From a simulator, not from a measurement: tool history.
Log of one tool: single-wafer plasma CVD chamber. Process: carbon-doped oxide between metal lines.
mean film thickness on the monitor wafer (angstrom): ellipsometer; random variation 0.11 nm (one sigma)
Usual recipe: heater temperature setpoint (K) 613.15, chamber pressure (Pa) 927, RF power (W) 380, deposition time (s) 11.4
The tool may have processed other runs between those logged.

| run | day | heater temperature setpoint (K) | chamber pressure (Pa) | RF power (W) | deposition time (s) | read-back reference wafer on the same gauge, thickness_nm | mean film thickness on the monitor wafer (angstrom) |
|---|---|---|---|---|---|---|---|
| 1 | 0.000 | 613.15 | 927 | 380 | 11.4 | 54.286 | 470.07 |
| 2 | 0.342 | 613.15 | 927 | 380 | 11.4 | 54.332 | 470.41 |
| 3 | 1.058 | 613.15 | 927 | 380 | 11.4 | 54.216 | 468.82 |
| 4 | 1.596 | 613.15 | 927 | 380 | 11.4 | 54.286 | 468.12 |
| 5 | 2.283 | 613.15 | 927 | 380 | 12.1 | 54.292 | 494.71 |
|  | 2.942 | gauge calibrated |
| 6 | 2.958 | 613.15 | 927 | 380 | 11.4 | 54.343 | 464.81 |
| 7 | 3.238 | 613.15 | 927 | 380 | 11.4 | 54.300 | 465.00 |
|  | 3.629 | thermocouple changed; heater temperature recalibrated |
| 8 | 3.850 | 613.15 | 927 | 380 | 11.4 | 54.283 | 464.67 |
|  | 4.525 | RF generator calibrated |
|  | 4.808 | capacitance manometer re-zeroed and calibrated |
| 9 | 4.829 | 624.15 | 927 | 380 | 11.4 | 54.321 | 486.26 |
| 10 | 4.850 | 624.15 | 927 | 380 | 11.4 | 54.275 | 486.15 |
| 11 | 5.179 | 613.15 | 1083 | 380 | 11.4 | 54.361 | 505.84 |
| 12 | 5.750 | 613.15 | 927 | 380 | 11.4 | 54.283 | 498.71 |
|  | 6.396 | showerhead replaced, of another model than before |
| 13 | 6.417 | 613.15 | 927 | 320 | 10.5 | 54.279 | 388.78 |
| 14 | 6.946 | 613.15 | 715 | 420 | 11.4 | 54.329 | 542.78 |
| 15 | 7.692 | 613.15 | 927 | 380 | 11.4 | 54.228 | 500.04 |
|  | 7.988 | gauge calibrated |
| 16 | 8.179 | 618.15 | 1101 | 405 | 10.8 | 54.323 | 499.63 |
| 17 | 8.658 | 624.15 | 927 | 380 | 11.4 | 54.319 | 485.89 |
| 18 | 9.050 | 613.15 | 744 | 380 | 13.1 | 54.298 | 567.49 |
| 19 | 9.504 | 613.15 | 927 | 440 | 13.0 | 54.295 | 651.00 |
| 20 | 10.179 | 605.15 | 927 | 380 | 11.4 | 54.327 | 509.49 |

Give the tool's hidden conditions for every run:
wafer temperature above the value expected at the setpoint (K): 0 across all the runs
true pressure above the setpoint (%): 0 across all the runs
gauge reads high (%): 0 across all the runs
H1: delivered RF power above the setpoint (%)
| run | H1 |
|---|---|
| 1 | -7.99 |
| 2 | -8.11 |
| 3 | -8.34 |
| 4 | -8.52 |
| 5 | -8.75 |
| 6 | -8.98 |
| 7 | -9.08 |
| 8 | -9.29 |
| 9 | -0.116 |
| 10 | -0.116 |
| 11 | -0.117 |
| 12 | -0.121 |
| 13 | -0.127 |
| 14 | -0.135 |
| 15 | -0.149 |
| 16 | -0.16 |
| 17 | -0.172 |
| 18 | -0.183 |
| 19 | -0.197 |
| 20 | -0.221 |
